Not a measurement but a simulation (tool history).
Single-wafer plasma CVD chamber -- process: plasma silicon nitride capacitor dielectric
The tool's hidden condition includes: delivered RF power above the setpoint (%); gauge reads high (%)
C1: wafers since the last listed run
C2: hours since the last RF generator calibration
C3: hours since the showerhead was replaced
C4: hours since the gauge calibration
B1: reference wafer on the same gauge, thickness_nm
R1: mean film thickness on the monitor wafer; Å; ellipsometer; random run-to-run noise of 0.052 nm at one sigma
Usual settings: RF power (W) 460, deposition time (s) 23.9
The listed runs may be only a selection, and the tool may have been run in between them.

{"run": 1, "day": 0.0, "RF power (W)": 480, "deposition time (s)": 23.9, "C1": 0, "C2": 1531.4, "C3": 3452.4, "C4": 280.6, "B1": 34.206, "R1": 346.97}
{"run": 2, "day": 1.071, "RF power (W)": 460, "deposition time (s)": 23.9, "C1": 421, "C2": 1557.1, "C3": 3478.1, "C4": 306.3, "B1": 34.216, "R1": 345.02}
{"run": 3, "day": 1.621, "RF power (W)": 520, "deposition time (s)": 21, "C1": 216, "C2": 1570.3, "C3": 3491.3, "C4": 319.5, "B1": 34.204, "R1": 308.81}
{"run": 4, "day": 2.988, "RF power (W)": 520, "deposition time (s)": 21, "C1": 537, "C2": 1603.1, "C3": 3524.1, "C4": 352.3, "B1": 34.202, "R1": 309.47}
{"run": 5, "day": 3.971, "RF power (W)": 460, "deposition time (s)": 23.9, "C1": 386, "C2": 1626.7, "C3": 3547.7, "C4": 375.9, "B1": 34.199, "R1": 344.52}
{"run": 6, "day": 5.329, "RF power (W)": 395, "deposition time (s)": 23.9, "C1": 534, "C2": 1659.3, "C3": 3580.3, "C4": 408.5, "B1": 34.216, "R1": 338.13}
{"run": 7, "day": 6.75, "RF power (W)": 395, "deposition time (s)": 23.9, "C1": 558, "C2": 1693.4, "C3": 3614.4, "C4": 442.6, "B1": 34.191, "R1": 336.97}
{"run": 8, "day": 7.783, "RF power (W)": 460, "deposition time (s)": 23.9, "C1": 406, "C2": 1718.2, "C3": 3639.2, "C4": 467.4, "B1": 34.204, "R1": 345.09}
{"run": 9, "day": 8.392, "RF power (W)": 460, "deposition time (s)": 23.9, "C1": 239, "C2": 1732.8, "C3": 3653.8, "C4": 482, "B1": 34.211, "R1": 345.12}
{"run": 10, "day": 9.25, "RF power (W)": 460, "deposition time (s)": 23.9, "C1": 337, "C2": 1753.4, "C3": 3674.4, "C4": 502.6, "B1": 34.196, "R1": 344.55}
{"day": 10.092, "done": "RF generator calibrated"}
{"run": 11, "day": 10.112, "RF power (W)": 460, "deposition time (s)": 23.9, "C1": 208, "C2": 0.5, "C3": 3695.1, "C4": 523.3, "B1": 34.197, "R1": 349.48}
{"run": 12, "day": 11.408, "RF power (W)": 460, "deposition time (s)": 23.9, "C1": 509, "C2": 31.6, "C3": 3726.2, "C4": 554.4, "B1": 34.206, "R1": 349.22}
{"day": 11.758, "done": "showerhead replaced"}
{"run": 13, "day": 12.675, "RF power (W)": 460, "deposition time (s)": 23.9, "C1": 367, "C2": 62, "C3": 22, "C4": 584.8, "B1": 34.196, "R1": 348.8}
{"run": 14, "day": 14.112, "RF power (W)": 375, "deposition time (s)": 23.9, "C1": 565, "C2": 96.5, "C3": 56.5, "C4": 619.3, "B1": 34.201, "R1": 338.24}
{"run": 15, "day": 14.779, "RF power (W)": 485, "deposition time (s)": 20.4, "C1": 262, "C2": 112.5, "C3": 72.5, "C4": 635.3, "B1": 34.196, "R1": 300.53}
{"day": 14.8, "done": "gauge calibrated"}
{"run": 16, "day": 15.871, "RF power (W)": 410, "deposition time (s)": 28, "C1": 429, "C2": 138.7, "C3": 98.7, "C4": 25.7, "B1": 34.216, "R1": 401.35}
{"run": 17, "day": 17.308, "RF power (W)": 460, "deposition time (s)": 23.9, "C1": 565, "C2": 173.2, "C3": 133.2, "C4": 60.2, "B1": 34.2, "R1": 349.42}
{"run": 18, "day": 18.796, "RF power (W)": 460, "deposition time (s)": 23.9, "C1": 585, "C2": 208.9, "C3": 168.9, "C4": 95.9, "B1": 34.203, "R1": 347.88}
{"run": 19, "day": 19.796, "RF power (W)": 370, "deposition time (s)": 25.6, "C1": 393, "C2": 232.9, "C3": 192.9, "C4": 119.9, "B1": 34.205, "R1": 362.46}
{"run": 20, "day": 20.396, "RF power (W)": 375, "deposition time (s)": 27.4, "C1": 235, "C2": 247.3, "C3": 207.3, "C4": 134.3, "B1": 34.207, "R1": 388.12}
{"run": 21, "day": 21.875, "RF power (W)": 400, "deposition time (s)": 25.9, "C1": 581, "C2": 282.8, "C3": 242.8, "C4": 169.8, "B1": 34.198, "R1": 370.65}
{"run": 22, "day": 22.6, "RF power (W)": 500, "deposition time (s)": 20.4, "C1": 285, "C2": 300.2, "C3": 260.2, "C4": 187.2, "B1": 34.201, "R1": 301.71}
{"run": 23, "day": 23.675, "RF power (W)": 520, "deposition time (s)": 27.9, "C1": 422, "C2": 326, "C3": 286, "C4": 213, "B1": 34.198, "R1": 413.16}
{"run": 24, "day": 24.433, "RF power (W)": 395, "deposition time (s)": 23.9, "C1": 298, "C2": 344.2, "C3": 304.2, "C4": 231.2, "B1": 34.187, "R1": 340.82}
{"run": 25, "day": 27.8, "RF power (W)": 520, "deposition time (s)": 23.9, "C1": 1324, "C2": 425, "C3": 385, "C4": 312, "B1": 34.185, "R1": 355.13}
{"run": 26, "day": 28.929, "RF power (W)": 420, "deposition time (s)": 21.9, "C1": 444, "C2": 452.1, "C3": 412.1, "C4": 339.1, "B1": 34.2, "R1": 314.45}

Below are 3 alternative next runs, each starting from the tool's condition after run 26. Predict each:
{"run": "A", "day": 28.946, "RF power (W)": 460, "deposition time (s)": 19.3, "C1": 6, "C2": 452.5, "C3": 412.5, "C4": 339.5, "B1": "?", "R1": "?"}
{"run": "B", "day": 28.946, "RF power (W)": 460, "deposition time (s)": 25.9, "C1": 6, "C2": 452.5, "C3": 412.5, "C4": 339.5, "B1": "?", "R1": "?"}
{"run": "C", "day": 28.946, "RF power (W)": 385, "deposition time (s)": 22, "C1": 6, "C2": 452.5, "C3": 412.5, "C4": 339.5, "B1": "?", "R1": "?"}

run=A B1=34.193 R1=281.94
run=B B1=34.193 R1=378.36
run=C B1=34.193 R1=313.19
With the hidden condition removed and each run's random variation left untouched, the same runs would have given:
run=A R1=283.34
run=B R1=380.24
run=C R1=314.75
